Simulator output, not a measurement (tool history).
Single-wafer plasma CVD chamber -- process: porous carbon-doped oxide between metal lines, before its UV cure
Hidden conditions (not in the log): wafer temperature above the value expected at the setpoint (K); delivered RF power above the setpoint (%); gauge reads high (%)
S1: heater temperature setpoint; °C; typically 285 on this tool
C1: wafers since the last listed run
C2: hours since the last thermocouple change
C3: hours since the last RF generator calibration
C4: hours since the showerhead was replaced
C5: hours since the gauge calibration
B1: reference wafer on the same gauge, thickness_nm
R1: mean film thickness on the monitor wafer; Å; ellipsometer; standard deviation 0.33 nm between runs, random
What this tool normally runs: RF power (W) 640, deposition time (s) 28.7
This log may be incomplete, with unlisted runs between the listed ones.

run 1 hour=0.0 | S1=285 RF_power_(W)=640 deposition_time_(s)=28.7 | C1=0 C2=1614.4 C3=1923.8 C4=6961.2 C5=60.3 | B1=237.898 | R1=2180.92
run 2 hour=7.0 | S1=285 RF_power_(W)=640 deposition_time_(s)=28.7 | C1=144 C2=1621.4 C3=1930.8 C4=6968.2 C5=67.3 | B1=238.107 | R1=2183.37
run 3 hour=24.0 | S1=285 RF_power_(W)=640 deposition_time_(s)=28.7 | C1=351 C2=1638.4 C3=1947.8 C4=6985.2 C5=84.3 | B1=238.000 | R1=2182.32
run 4 hour=40.0 | S1=285 RF_power_(W)=640 deposition_time_(s)=30.9 | C1=330 C2=1654.4 C3=1963.8 C4=7001.2 C5=100.3 | B1=238.023 | R1=2343.84
run 5 hour=52.2 | S1=285 RF_power_(W)=640 deposition_time_(s)=30.9 | C1=252 C2=1666.6 C3=1976.0 C4=7013.4 C5=112.5 | B1=237.922 | R1=2348.37
run 6 hour=75.0 | S1=285 RF_power_(W)=640 deposition_time_(s)=30.9 | C1=471 C2=1689.4 C3=1998.8 C4=7036.2 C5=135.3 | B1=238.106 | R1=2346.48
-- hour=81.9 gauge calibrated
run 7 hour=88.1 | S1=277 RF_power_(W)=640 deposition_time_(s)=31.8 | C1=270 C2=1702.5 C3=2011.9 C4=7049.3 C5=6.2 | B1=238.073 | R1=2521.22
run 8 hour=94.3 | S1=277 RF_power_(W)=640 deposition_time_(s)=31.8 | C1=128 C2=1708.7 C3=2018.1 C4=7055.5 C5=12.4 | B1=237.939 | R1=2517.70
run 9 hour=107.0 | S1=285 RF_power_(W)=640 deposition_time_(s)=28.7 | C1=262 C2=1721.4 C3=2030.8 C4=7068.2 C5=25.1 | B1=238.003 | R1=2186.06
run 10 hour=119.4 | S1=285 RF_power_(W)=535 deposition_time_(s)=32.9 | C1=256 C2=1733.8 C3=2043.2 C4=7080.6 C5=37.5 | B1=238.123 | R1=2312.32
run 11 hour=130.9 | S1=285 RF_power_(W)=640 deposition_time_(s)=28.7 | C1=237 C2=1745.3 C3=2054.7 C4=7092.1 C5=49.0 | B1=238.049 | R1=2181.56
-- hour=139.1 RF generator calibrated
-- hour=155.8 thermocouple changed; heater temperature recalibrated
run 12 hour=156.3 | S1=285 RF_power_(W)=640 deposition_time_(s)=32.0 | C1=194 C2=0.5 C3=17.2 C4=7117.5 C5=74.4 | B1=237.880 | R1=2426.08
run 13 hour=160.1 | S1=294 RF_power_(W)=605 deposition_time_(s)=31.8 | C1=78 C2=4.3 C3=21.0 C4=7121.3 C5=78.2 | B1=237.988 | R1=2239.91
-- hour=170.0 showerhead replaced
run 14 hour=170.5 | S1=285 RF_power_(W)=640 deposition_time_(s)=28.7 | C1=49 C2=14.7 C3=31.4 C4=0.5 C5=88.6 | B1=238.043 | R1=2184.57
run 15 hour=177.9 | S1=285 RF_power_(W)=730 deposition_time_(s)=28.7 | C1=153 C2=22.1 C3=38.8 C4=7.9 C5=96.0 | B1=237.941 | R1=2310.39
run 16 hour=188.9 | S1=293 RF_power_(W)=605 deposition_time_(s)=23.8 | C1=227 C2=33.1 C3=49.8 C4=18.9 C5=107.0 | B1=238.096 | R1=1702.59
run 17 hour=195.3 | S1=285 RF_power_(W)=640 deposition_time_(s)=28.7 | C1=132 C2=39.5 C3=56.2 C4=25.3 C5=113.4 | B1=238.088 | R1=2183.95
run 18 hour=204.9 | S1=285 RF_power_(W)=725 deposition_time_(s)=25.8 | C1=198 C2=49.1 C3=65.8 C4=34.9 C5=123.0 | B1=238.055 | R1=2083.11
run 19 hour=217.4 | S1=285 RF_power_(W)=720 deposition_time_(s)=28.7 | C1=258 C2=61.6 C3=78.3 C4=47.4 C5=135.5 | B1=238.181 | R1=2298.78

Below are 4 alternative next runs, each starting from the tool's condition after run 19. Predict each:
run A hour=217.8 | S1=285 RF_power_(W)=680 deposition_time_(s)=28.7 | C1=8 C2=62.0 C3=78.7 C4=47.8 C5=135.9 | B1=? | R1=?
run B hour=217.8 | S1=272 RF_power_(W)=695 deposition_time_(s)=24.2 | C1=8 C2=62.0 C3=78.7 C4=47.8 C5=135.9 | B1=? | R1=?
run C hour=217.8 | S1=298 RF_power_(W)=640 deposition_time_(s)=28.7 | C1=8 C2=62.0 C3=78.7 C4=47.8 C5=135.9 | B1=? | R1=?
run D hour=217.8 | S1=298 RF_power_(W)=640 deposition_time_(s)=26.5 | C1=8 C2=62.0 C3=78.7 C4=47.8 C5=135.9 | B1=? | R1=?

run=A B1=237.887 R1=2243.79
run=B B1=237.887 R1=2065.82
run=C B1=237.887 R1=2040.22
run=D B1=237.887 R1=1888.54
Without the tool's unlogged condition, the same runs would have read:
run=A R1=2243.79
run=B R1=2065.82
run=C R1=2040.22
run=D R1=1888.54
